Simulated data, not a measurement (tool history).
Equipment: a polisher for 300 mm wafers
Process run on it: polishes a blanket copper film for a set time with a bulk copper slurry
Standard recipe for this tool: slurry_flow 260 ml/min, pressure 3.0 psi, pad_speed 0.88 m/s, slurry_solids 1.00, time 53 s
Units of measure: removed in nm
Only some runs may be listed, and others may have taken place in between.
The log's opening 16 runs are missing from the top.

run	hour	slurry_flow	pressure	pad_speed	slurry_solids	time	wafers since the last listed run	wafers polished on this pad	hours since the slurry nozzle was cleaned	hours since the head pressure was calibrated	hours since the slurry blender was calibrated	incoming thickness of the incoming film, nm	removed
17	1234.7	260	3.0	0.88	1.00	53	1540	4014	371.1	938.1	401.2	3585.3	446.2
# hour 1261.8: head pressure recalibrated
18	1339.4	200	2.2	0.88	1.20	53	1915	5930	475.8	77.6	505.9	3544.8	345.1
19	1423.6	260	3.0	0.88	1.00	53	1570	7501	560.0	161.8	590.1	3530.7	435.7
# hour 1478.8: slurry blender recalibrated
# hour 1507.1: slurry nozzle cleaned
# hour 1510.1: worn pad replaced by a new one
20	1510.8	260	2.7	0.88	1.00	35	1514	13	3.7	249.0	32.0	3564.0	278.4
21	1612.2	325	3.4	0.88	1.20	53	1891	1904	105.1	350.4	133.4	3610.4	535.1
22	1712.9	260	3.9	0.88	1.00	53	1878	3783	205.8	451.1	234.1	3524.3	575.5
23	1773.3	260	2.7	0.88	1.00	53	1126	4910	266.2	511.5	294.5	3549.6	411.4
24	1831.4	260	3.0	0.88	0.90	53	1083	5994	324.3	569.6	352.6	3593.5	449.2
25	1928.9	260	3.3	0.88	1.00	45	1818	7813	421.8	667.1	450.1	3478.5	417.0
# hour 2033.1: slurry blender recalibrated
26	2033.9	175	2.1	1.00	1.00	53	1921	9734	526.8	772.1	0.8	3514.6	342.6
27	2086.2	260	3.0	0.80	1.00	53	975	10710	579.1	824.4	53.1	3603.7	413.7
# hour 2114.0: slurry nozzle cleaned
# hour 2143.8: worn pad replaced by a new one
28	2193.5	260	3.0	0.88	1.00	53	1908	927	79.5	931.7	160.4	3545.4	456.0
# hour 2246.2: head pressure recalibrated
29	2329.1	260	3.0	0.88	1.20	53	2492	3420	215.1	82.9	296.0	3569.3	466.6
30	2378.6	260	3.8	0.88	1.15	53	923	4343	264.6	132.4	345.5	3574.3	567.6

Alternative continuations, all from the tool just after run 30; predict every row:
A	2379.0	260	2.1	0.88	1.00	53	7	4351	265.0	132.8	345.9	3584.9	?
B	2379.0	260	2.5	0.62	0.80	63	7	4351	265.0	132.8	345.9	3584.9	?
C	2379.0	260	3.0	0.68	1.00	46	7	4351	265.0	132.8	345.9	3584.9	?
D	2379.0	315	2.5	0.88	1.00	53	7	4351	265.0	132.8	345.9	3584.9	?

run	removed
A	335.1
B	363.9
C	337.0
D	393.2
Without the tool's hidden state the same runs would have given:
run	removed
A	341.7
B	371.1
C	343.7
D	399.8
